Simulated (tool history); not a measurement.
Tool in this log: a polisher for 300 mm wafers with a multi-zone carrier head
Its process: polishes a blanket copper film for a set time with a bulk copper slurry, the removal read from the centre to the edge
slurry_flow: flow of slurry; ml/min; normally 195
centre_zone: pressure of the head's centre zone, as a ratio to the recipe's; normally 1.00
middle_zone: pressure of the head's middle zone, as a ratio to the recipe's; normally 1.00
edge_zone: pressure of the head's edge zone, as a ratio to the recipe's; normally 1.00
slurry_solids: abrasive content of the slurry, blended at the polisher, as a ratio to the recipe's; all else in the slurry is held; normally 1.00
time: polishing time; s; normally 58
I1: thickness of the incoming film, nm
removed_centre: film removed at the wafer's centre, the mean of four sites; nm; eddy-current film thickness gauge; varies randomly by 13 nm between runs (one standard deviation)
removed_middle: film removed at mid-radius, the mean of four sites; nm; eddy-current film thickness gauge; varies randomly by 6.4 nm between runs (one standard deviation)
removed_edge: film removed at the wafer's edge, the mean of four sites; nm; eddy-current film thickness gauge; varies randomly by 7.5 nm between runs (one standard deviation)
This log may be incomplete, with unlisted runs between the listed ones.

run 1 hour=0.0 | slurry_flow=195 centre_zone=1.05 middle_zone=1.00 edge_zone=1.00 slurry_solids=1.00 time=58 | I1=2431.5 | removed_centre=994.6 removed_middle=989.0 removed_edge=994.6
run 2 hour=59.7 | slurry_flow=265 centre_zone=0.93 middle_zone=1.00 edge_zone=1.00 slurry_solids=1.00 time=58 | I1=2452.8 | removed_centre=931.6 removed_middle=1026.5 removed_edge=1004.1
run 3 hour=107.8 | slurry_flow=195 centre_zone=1.00 middle_zone=1.09 edge_zone=1.00 slurry_solids=1.00 time=58 | I1=2438.3 | removed_centre=969.3 removed_middle=1054.9 removed_edge=969.3
-- hour=156.7 slurry nozzle cleaned
run 4 hour=179.3 | slurry_flow=175 centre_zone=1.00 middle_zone=1.00 edge_zone=1.00 slurry_solids=1.25 time=74 | I1=2401.2 | removed_centre=1288.7 removed_middle=1329.1 removed_edge=1316.0
run 5 hour=249.6 | slurry_flow=230 centre_zone=1.00 middle_zone=1.00 edge_zone=1.00 slurry_solids=1.20 time=58 | I1=2413.7 | removed_centre=992.7 removed_middle=1056.5 removed_edge=1039.5
run 6 hour=349.1 | slurry_flow=195 centre_zone=1.00 middle_zone=1.00 edge_zone=0.91 slurry_solids=1.00 time=58 | I1=2431.0 | removed_centre=956.7 removed_middle=982.7 removed_edge=922.3
run 7 hour=435.3 | slurry_flow=195 centre_zone=1.00 middle_zone=1.00 edge_zone=1.00 slurry_solids=1.00 time=58 | I1=2413.0 | removed_centre=913.2 removed_middle=995.3 removed_edge=982.3
-- hour=460.1 centre zone pressure recalibrated
run 8 hour=485.2 | slurry_flow=195 centre_zone=1.12 middle_zone=1.00 edge_zone=1.05 slurry_solids=1.00 time=58 | I1=2387.8 | removed_centre=1095.6 removed_middle=981.5 removed_edge=989.3
-- hour=560.0 worn pad replaced by a new one
run 9 hour=560.5 | slurry_flow=195 centre_zone=1.00 middle_zone=1.00 edge_zone=1.00 slurry_solids=1.00 time=58 | I1=2409.8 | removed_centre=952.6 removed_middle=974.7 removed_edge=982.1
run 10 hour=664.5 | slurry_flow=220 centre_zone=0.96 middle_zone=1.00 edge_zone=1.00 slurry_solids=1.00 time=40 | I1=2398.9 | removed_centre=652.9 removed_middle=697.9 removed_edge=680.2
-- hour=702.1 edge zone pressure recalibrated
run 11 hour=768.7 | slurry_flow=195 centre_zone=1.00 middle_zone=1.04 edge_zone=1.00 slurry_solids=1.00 time=58 | I1=2449.9 | removed_centre=975.2 removed_middle=1021.5 removed_edge=976.8
-- hour=827.4 carrier head's membrane replaced by a new one
-- hour=829.3 slurry nozzle cleaned
run 12 hour=851.4 | slurry_flow=195 centre_zone=1.00 middle_zone=1.00 edge_zone=1.00 slurry_solids=1.00 time=58 | I1=2423.0 | removed_centre=978.4 removed_middle=991.0 removed_edge=983.5
run 13 hour=889.4 | slurry_flow=195 centre_zone=0.90 middle_zone=1.12 edge_zone=0.88 slurry_solids=1.00 time=49 | I1=2424.0 | removed_centre=719.9 removed_middle=925.4 removed_edge=777.7
run 14 hour=979.8 | slurry_flow=195 centre_zone=0.94 middle_zone=0.90 edge_zone=1.12 slurry_solids=1.00 time=58 | I1=2383.6 | removed_centre=894.2 removed_middle=903.2 removed_edge=1026.7
run 15 hour=1050.2 | slurry_flow=195 centre_zone=0.93 middle_zone=1.00 edge_zone=0.90 slurry_solids=1.00 time=58 | I1=2434.2 | removed_centre=876.2 removed_middle=988.2 removed_edge=919.0
run 16 hour=1100.9 | slurry_flow=175 centre_zone=1.00 middle_zone=0.91 edge_zone=1.10 slurry_solids=1.00 time=52 | I1=2427.2 | removed_centre=801.2 removed_middle=803.0 removed_edge=905.8
-- hour=1155.4 centre zone pressure recalibrated
run 17 hour=1161.8 | slurry_flow=215 centre_zone=1.00 middle_zone=1.00 edge_zone=1.00 slurry_solids=1.00 time=39 | I1=2403.5 | removed_centre=669.5 removed_middle=672.0 removed_edge=661.5
-- hour=1251.3 worn pad replaced by a new one
run 18 hour=1264.8 | slurry_flow=195 centre_zone=1.00 middle_zone=1.00 edge_zone=1.00 slurry_solids=1.00 time=58 | I1=2466.1 | removed_centre=968.6 removed_middle=987.9 removed_edge=976.6
run 19 hour=1353.1 | slurry_flow=195 centre_zone=0.96 middle_zone=1.00 edge_zone=1.00 slurry_solids=0.90 time=58 | I1=2469.1 | removed_centre=902.1 removed_middle=956.1 removed_edge=951.1
-- hour=1394.0 edge zone pressure recalibrated
run 20 hour=1516.0 | slurry_flow=195 centre_zone=1.00 middle_zone=1.00 edge_zone=1.09 slurry_solids=1.00 time=58 | I1=2408.1 | removed_centre=933.2 removed_middle=980.5 removed_edge=1022.4
run 21 hour=1578.6 | slurry_flow=195 centre_zone=0.93 middle_zone=1.00 edge_zone=1.00 slurry_solids=1.00 time=48 | I1=2428.8 | removed_centre=725.1 removed_middle=821.0 removed_edge=809.6
run 22 hour=1647.7 | slurry_flow=195 centre_zone=0.94 middle_zone=1.00 edge_zone=1.00 slurry_solids=1.30 time=58 | I1=2415.3 | removed_centre=967.2 removed_middle=1060.0 removed_edge=1048.8

Alternative continuations, all from the tool just after run 22; predict every row:
run A hour=1648.1 | slurry_flow=195 centre_zone=1.00 middle_zone=1.00 edge_zone=1.00 slurry_solids=1.00 time=48 | I1=2459.6 | removed_centre=? removed_middle=? removed_edge=?
run B hour=1648.1 | slurry_flow=140 centre_zone=1.00 middle_zone=1.05 edge_zone=1.00 slurry_solids=1.00 time=58 | I1=2459.6 | removed_centre=? removed_middle=? removed_edge=?
run C hour=1648.1 | slurry_flow=195 centre_zone=1.06 middle_zone=1.00 edge_zone=0.95 slurry_solids=0.80 time=58 | I1=2459.6 | removed_centre=? removed_middle=? removed_edge=?

run=A removed_centre=763.7 removed_middle=817.3 removed_edge=819.8
run=B removed_centre=864.1 removed_middle=970.8 removed_edge=948.9
run=C removed_centre=910.6 removed_middle=918.6 removed_edge=899.3
With the hidden condition removed and each run's random variation left untouched, the same runs would have given:
run=A removed_centre=793.0 removed_middle=817.2 removed_edge=819.8
run=B removed_centre=897.3 removed_middle=970.6 removed_edge=948.9
run=C removed_centre=945.4 removed_middle=918.4 removed_edge=899.3
